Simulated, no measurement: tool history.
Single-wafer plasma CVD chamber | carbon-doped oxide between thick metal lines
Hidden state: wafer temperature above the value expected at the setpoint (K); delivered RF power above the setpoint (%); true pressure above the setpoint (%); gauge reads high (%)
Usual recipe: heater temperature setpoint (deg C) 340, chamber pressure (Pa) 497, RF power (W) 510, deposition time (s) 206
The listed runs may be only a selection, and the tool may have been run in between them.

run	day	heater temperature setpoint (deg C)	chamber pressure (Pa)	RF power (W)	deposition time (s)	wafers since the last listed run	hours since the last thermocouple change	hours since the last RF generator calibration	hours since the last manometer calibration	hours since the showerhead was replaced	hours since the gauge calibration	read-back reference wafer on the same gauge, thickness_nm	mean film thickness on the monitor wafer (angstrom)
1	0	340	497	510	206	0	1080.8	1780	1564.9	6290.3	280.3	906.482	9604.39
2	1.354	340	497	510	206	325	1113.3	1812.5	1597.4	6322.8	312.8	905.594	9606.18
3	1.988	340	497	510	206	152	1128.5	1827.7	1612.6	6338	328	905.676	9573.51
4	3.442	340	497	510	206	349	1163.4	1862.6	1647.5	6372.9	362.9	906.25	9586.26
5	4.892	340	497	510	206	348	1198.2	1897.4	1682.3	6407.7	397.7	906.388	9604.49
6	5.867	340	497	510	206	234	1221.6	1920.8	1705.7	6431.1	421.1	905.94	9576.4
7	6.575	340	497	550	206	170	1238.6	1937.8	1722.7	6448.1	438.1	905.695	9907.76
8	7.8	340	497	510	206	294	1268	1967.2	1752.1	6477.5	467.5	906.811	9576.41
9	8.521	347	497	510	184	173	1285.3	1984.5	1769.4	6494.8	484.8	905.548	8367.78
10	9.225	340	497	510	206	169	1302.2	2001.4	1786.3	6511.7	501.7	905.753	9552.39
11	10.683	340	497	510	206	350	1337.2	2036.4	1821.3	6546.7	536.7	905.508	9497.93
12	11.438	340	497	510	206	181	1355.3	2054.5	1839.4	6564.8	554.8	907.296	9493.59
# day 11.904: RF generator calibrated
13	12.029	340	497	510	206	62	1369.5	3	1853.6	6579	569	906.115	9348.8
# day 12.738: showerhead replaced
14	12.933	348	441	585	235	137	1391.2	24.7	1875.3	4.7	590.7	905.955	10845.71
# day 13.571: gauge calibrated
# day 13.712: capacitance manometer re-zeroed and calibrated
15	14.492	340	497	510	206	294	1428.6	62.1	18.7	42.1	22.1	906.766	9326.68
# day 14.933: thermocouple changed; heater temperature recalibrated
16	15.392	340	497	535	206	136	11	83.7	40.3	63.7	43.7	905.402	9541.86
# day 16.517: RF generator calibrated, repeated, since the last time left the tool worse
17	16.85	340	537	510	206	270	46	8	75.3	98.7	78.7	906.201	9945.17
18	18.217	340	497	510	206	328	78.8	40.8	108.1	131.5	111.5	906.09	9803.82
19	19.008	340	497	590	206	190	97.8	59.8	127.1	150.5	130.5	904.987	10544.1
20	19.883	340	448	455	206	210	118.8	80.8	148.1	171.5	151.5	905.743	9109.04
21	20.975	340	569	510	235	262	145	107	174.3	197.7	177.7	905.456	11460.86
22	21.829	355	465	465	170	205	165.5	127.5	194.8	218.2	198.2	906.161	7305.79
23	22.775	353	564	510	206	227	188.2	150.2	217.5	240.9	220.9	906.325	9674.17
24	23.508	340	607	510	206	176	205.8	167.8	235.1	258.5	238.5	905.959	10199.25
25	24.992	340	497	510	206	356	241.4	203.4	270.7	294.1	274.1	905.648	9789.06
26	26.392	351	541	610	228	336	275	237	304.3	327.7	307.7	906.426	11655.56
27	27.012	340	572	510	219	149	289.9	251.9	319.2	342.6	322.6	905.103	10692.87

Consider 3 possible next runs. They are alternatives, not a sequence: every one starts from the tool as it was left by run 27. What does each give?
A	27.033	340	497	510	206	5	290.4	252.4	319.7	343.1	323.1	?	?
B	27.033	340	497	455	206	5	290.4	252.4	319.7	343.1	323.1	?	?
C	27.033	348	497	475	243	5	290.4	252.4	319.7	343.1	323.1	?	?

run	read-back reference wafer on the same gauge, thickness_nm	mean film thickness on the monitor wafer (angstrom)
A	905.189	9772.45
B	905.189	9248.02
C	905.189	10861.91
The same runs, with their run-to-run variation unchanged, on a tool lacking any hidden condition would have given:
run	mean film thickness on the monitor wafer (angstrom)
A	9796.01
B	9270.81
C	10888.68
